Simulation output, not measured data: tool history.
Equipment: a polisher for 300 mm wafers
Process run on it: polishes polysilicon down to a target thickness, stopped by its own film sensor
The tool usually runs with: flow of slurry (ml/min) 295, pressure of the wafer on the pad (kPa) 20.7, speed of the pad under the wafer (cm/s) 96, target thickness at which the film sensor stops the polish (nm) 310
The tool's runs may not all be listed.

run,hour,flow of slurry (ml/min),pressure of the wafer on the pad (kPa),speed of the pad under the wafer (cm/s),target thickness at which the film sensor stops the polish (nm),"incoming thickness of the incoming film, nm",time until the film sensor stopped the polish (s)
1,0,295,20.7,96,310,810.3,49.9
2,22.5,295,20.7,96,310,794.1,47.7
3,39.7,295,20.7,96,310,786.9,48
4,59.1,295,20.7,96,310,795.7,48.5
5,79.8,295,20.7,96,310,817.4,50.1
6,99.7,295,20.7,96,310,805.8,50.2
# hour 114: worn pad replaced by a new one
7,117.3,295,20.7,96,310,805.4,49.9
8,138,295,20.7,96,310,801.8,47.9
9,156.5,295,20.7,96,310,801,50.1
10,174.4,295,20.7,96,310,809.5,48.6
# hour 179.5: slurry nozzle cleaned
11,209.1,295,20.7,96,310,797.8,48.6
# hour 226.9: worn pad replaced by a new one
12,242.4,245,27.6,96,387,799.6,36.3
# hour 270.7: head pressure recalibrated
13,271.2,295,20.7,96,310,800.3,48.8
# hour 346.5: worn pad replaced by a new one
14,361.1,295,20.7,96,310,803.5,47.8
15,381.8,295,20.7,96,443,805.9,35.5
16,399.2,295,18.6,96,310,794.9,51.1
17,415.9,375,20.7,96,397,789.7,38.6
18,442.2,295,20.7,84,175,794.1,68.6
# hour 469.7: worn pad replaced by a new one
19,476.5,295,27.6,128,310,791,32.2
20,492.2,295,20.7,96,310,798.8,49.1
21,518.8,295,20.7,96,310,802.3,48.9
22,554.3,340,20.7,70,164,797.9,76
23,568.1,295,20.7,96,310,797.1,46.5

4 options for the next run, each taken on its own from the tool as it stands now. Forecast them:
A,568.5,295,20.7,96,310,792.2,?
B,568.5,295,20.7,114,451,792.2,?
C,568.5,325,17.9,80,360,792.2,?
D,568.5,250,20.7,82,310,792.2,?

run,time until the film sensor stopped the polish (s)
A,48.1
B,30
C,52.9
D,54.8
With the hidden condition removed and each run's random variation left untouched, the same runs would have given:
run,time until the film sensor stopped the polish (s)
A,48.1
B,30
C,52.9
D,54.8

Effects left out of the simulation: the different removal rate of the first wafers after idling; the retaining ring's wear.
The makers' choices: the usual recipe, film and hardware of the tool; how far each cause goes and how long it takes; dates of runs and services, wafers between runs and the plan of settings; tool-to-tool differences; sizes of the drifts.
